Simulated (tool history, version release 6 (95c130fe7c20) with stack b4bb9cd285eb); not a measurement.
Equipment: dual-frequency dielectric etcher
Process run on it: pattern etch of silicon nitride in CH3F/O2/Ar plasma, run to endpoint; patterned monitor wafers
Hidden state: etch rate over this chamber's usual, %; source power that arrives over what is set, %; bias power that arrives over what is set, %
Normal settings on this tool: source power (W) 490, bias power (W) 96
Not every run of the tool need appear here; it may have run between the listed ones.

| run | hour | source power (W) | bias power (W) | wafers since the last listed run | hours since the last wet clean | hours since the last source power generator calibration | hours since the last bias power generator calibration | hours since the last upper electrode change | incoming incoming film thickness, nm | endpoint time (s) |
|---|---|---|---|---|---|---|---|---|---|---|
| 1 | 0.0 | 580 | 114 | 0 | 311.7 | 4769.2 | 2749.0 | 4734.6 | 34.90 | 39.2 |
| 2 | 17.2 | 490 | 96 | 217 | 328.9 | 4786.4 | 2766.2 | 4751.8 | 35.11 | 45.5 |
| 3 | 44.0 | 490 | 96 | 338 | 355.7 | 4813.2 | 2793.0 | 4778.6 | 35.20 | 45.7 |
| 4 | 60.4 | 490 | 96 | 207 | 372.1 | 4829.6 | 2809.4 | 4795.0 | 34.95 | 45.6 |
| 5 | 73.7 | 490 | 96 | 168 | 385.4 | 4842.9 | 2822.7 | 4808.3 | 35.18 | 45.7 |
| 6 | 87.7 | 490 | 96 | 177 | 399.4 | 4856.9 | 2836.7 | 4822.3 | 34.97 | 45.5 |
| 7 | 110.7 | 490 | 96 | 290 | 422.4 | 4879.9 | 2859.7 | 4845.3 | 35.21 | 45.6 |
| 8 | 140.2 | 490 | 96 | 372 | 451.9 | 4909.4 | 2889.2 | 4874.8 | 34.73 | 45.4 |
| 9 | 175.6 | 490 | 96 | 447 | 487.3 | 4944.8 | 2924.6 | 4910.2 | 34.92 | 46.1 |
| 10 | 192.4 | 490 | 96 | 212 | 504.1 | 4961.6 | 2941.4 | 4927.0 | 35.03 | 45.8 |
| 11 | 217.5 | 430 | 96 | 317 | 529.2 | 4986.7 | 2966.5 | 4952.1 | 34.97 | 49.1 |
|  | 247.4 | wet clean of the chamber |
|  | 247.9 | bias power generator calibrated |
| 12 | 248.4 | 490 | 96 | 80 | 1.0 | 5017.6 | 0.5 | 4983.0 | 35.04 | 44.5 |
| 13 | 263.2 | 490 | 96 | 187 | 15.8 | 5032.4 | 15.3 | 4997.8 | 34.96 | 44.5 |
|  | 293.2 | upper electrode replaced, of another model than before |
| 14 | 293.7 | 490 | 96 | 82 | 46.3 | 5062.9 | 45.8 | 0.5 | 34.85 | 44.4 |
|  | 307.1 | source power generator calibrated |
| 15 | 307.6 | 490 | 96 | 125 | 60.2 | 0.5 | 59.7 | 14.4 | 34.94 | 44.3 |
| 16 | 323.7 | 490 | 96 | 203 | 76.3 | 16.6 | 75.8 | 30.5 | 34.93 | 44.4 |
| 17 | 347.6 | 490 | 96 | 302 | 100.2 | 40.5 | 99.7 | 54.4 | 35.03 | 44.8 |
| 18 | 380.1 | 540 | 76 | 410 | 132.7 | 73.0 | 132.2 | 86.9 | 35.22 | 48.2 |
| 19 | 433.4 | 370 | 120 | 673 | 186.0 | 126.3 | 185.5 | 140.2 | 34.96 | 44.9 |
| 20 | 454.5 | 380 | 96 | 266 | 207.1 | 147.4 | 206.6 | 161.3 | 35.05 | 48.8 |
| 21 | 483.5 | 610 | 82 | 366 | 236.1 | 176.4 | 235.6 | 190.3 | 34.82 | 44.1 |
| 22 | 513.3 | 490 | 96 | 376 | 265.9 | 206.2 | 265.4 | 220.1 | 35.10 | 45.4 |
| 23 | 543.3 | 550 | 112 | 379 | 295.9 | 236.2 | 295.4 | 250.1 | 35.16 | 40.8 |
| 24 | 621.2 | 560 | 85 | 984 | 373.8 | 314.1 | 373.3 | 328.0 | 34.95 | 45.6 |
| 25 | 653.4 | 490 | 96 | 407 | 406.0 | 346.3 | 405.5 | 360.2 | 34.59 | 44.9 |
| 26 | 688.7 | 530 | 119 | 446 | 441.3 | 381.6 | 440.8 | 395.5 | 34.80 | 40.1 |
| 27 | 701.5 | 570 | 84 | 161 | 454.1 | 394.4 | 453.6 | 408.3 | 35.15 | 46.3 |
| 28 | 724.4 | 460 | 80 | 289 | 477.0 | 417.3 | 476.5 | 431.2 | 34.84 | 50.2 |
| 29 | 750.2 | 490 | 96 | 326 | 502.8 | 443.1 | 502.3 | 457.0 | 35.09 | 46.1 |
| 30 | 764.7 | 520 | 79 | 183 | 517.3 | 457.6 | 516.8 | 471.5 | 35.21 | 49.6 |
|  | 811.6 | wet clean of the chamber |
| 31 | 812.1 | 490 | 96 | 295 | 0.5 | 505.0 | 564.2 | 518.9 | 34.92 | 44.3 |
| 32 | 812.4 | 570 | 111 | 3 | 0.8 | 505.3 | 564.5 | 519.2 | 34.88 | 39.6 |

What the log doesn't show, run by run:
source power that arrives over what is set, %: 0 on each run
bias power that arrives over what is set, %: 0 on each run
H1: etch rate over this chamber's usual, %
| run | H1 |
|---|---|
| 1 | -1.8 |
| 2 | -1.9 |
| 3 | -2.05 |
| 4 | -2.15 |
| 5 | -2.22 |
| 6 | -2.3 |
| 7 | -2.44 |
| 8 | -2.61 |
| 9 | -2.81 |
| 10 | -2.91 |
| 11 | -3.05 |
| 12 | 0.118 |
| 13 | 0.0328 |
| 14 | -0.144 |
| 15 | -0.224 |
| 16 | -0.317 |
| 17 | -0.456 |
| 18 | -0.644 |
| 19 | -0.952 |
| 20 | -1.07 |
| 21 | -1.24 |
| 22 | -1.41 |
| 23 | -1.59 |
| 24 | -2.04 |
| 25 | -2.22 |
| 26 | -2.43 |
| 27 | -2.5 |
| 28 | -2.64 |
| 29 | -2.78 |
| 30 | -2.87 |
| 31 | -0.275 |
| 32 | -0.277 |

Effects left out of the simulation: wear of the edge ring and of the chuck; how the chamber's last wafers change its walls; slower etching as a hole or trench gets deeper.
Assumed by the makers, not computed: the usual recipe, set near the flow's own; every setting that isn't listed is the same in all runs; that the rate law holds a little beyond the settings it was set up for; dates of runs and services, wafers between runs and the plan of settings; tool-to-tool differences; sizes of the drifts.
